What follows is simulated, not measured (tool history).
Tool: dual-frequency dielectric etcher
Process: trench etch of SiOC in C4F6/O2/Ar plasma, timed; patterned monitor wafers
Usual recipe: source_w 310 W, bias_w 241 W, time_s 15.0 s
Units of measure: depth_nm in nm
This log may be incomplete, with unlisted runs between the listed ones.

run	day	source_w	bias_w	time_s	read-back reference wafer on the same gauge, depth_nm	depth_nm
1	0.000	310	279	17.0	29.20	41.23
# day 2.492: wet clean of the chamber, repeated, since the last time left the tool worse
2	2.512	270	241	15.0	29.20	31.66
3	6.200	310	241	15.0	29.19	33.73
# day 11.146: source power generator calibrated
# day 11.533: bias power generator calibrated
# day 11.754: upper electrode replaced
4	11.775	310	241	15.0	29.20	33.42
5	14.317	310	241	15.0	29.21	33.34
6	18.092	310	241	15.0	29.21	33.31
7	20.458	310	241	15.0	29.20	33.07
8	24.512	360	241	15.0	29.20	35.27
9	26.683	270	241	19.0	29.19	38.95
# day 29.988: wet clean of the chamber
10	30.071	310	241	10.5	29.20	23.56
11	32.662	310	277	15.0	29.22	35.12
12	36.975	310	241	15.0	29.21	33.30
13	40.662	260	269	15.0	29.20	31.61
14	42.438	280	220	15.0	29.20	30.73
15	44.838	310	241	15.0	29.21	33.25
16	48.771	310	241	15.0	29.19	32.99
17	52.383	310	185	18.5	29.19	37.28
18	56.271	380	299	12.5	29.20	32.02
19	57.862	310	241	15.0	29.18	32.72
20	59.950	250	241	18.5	29.20	36.22
# day 62.838: gauge calibrated
# day 64.146: wet clean of the chamber
21	71.800	250	256	15.0	29.20	30.65
22	75.929	310	298	11.5	29.20	27.41
23	79.950	230	241	12.5	29.20	23.79
24	84.229	390	241	18.5	29.21	45.09
25	86.704	310	187	19.5	29.21	39.52
26	90.217	310	241	15.0	29.19	32.81
27	93.029	310	241	15.0	29.20	32.87
28	94.812	310	241	15.0	29.20	32.68

Predict each of these 5 candidate next runs independently; none follows another, all start after run 28:
A	94.829	310	241	15.0	?	?
B	94.829	310	241	14.0	?	?
C	94.829	250	241	15.0	?	?
D	94.829	310	293	15.0	?	?
E	94.829	370	283	19.0	?	?

run	read-back reference wafer on the same gauge, depth_nm	depth_nm
A	29.21	32.56
B	29.21	30.39
C	29.21	29.31
D	29.21	34.72
E	29.21	47.18
The same runs, with their run-to-run variation unchanged, on a tool lacking any hidden condition would have given:
run	depth_nm
A	33.59
B	31.35
C	30.24
D	35.82
E	48.67

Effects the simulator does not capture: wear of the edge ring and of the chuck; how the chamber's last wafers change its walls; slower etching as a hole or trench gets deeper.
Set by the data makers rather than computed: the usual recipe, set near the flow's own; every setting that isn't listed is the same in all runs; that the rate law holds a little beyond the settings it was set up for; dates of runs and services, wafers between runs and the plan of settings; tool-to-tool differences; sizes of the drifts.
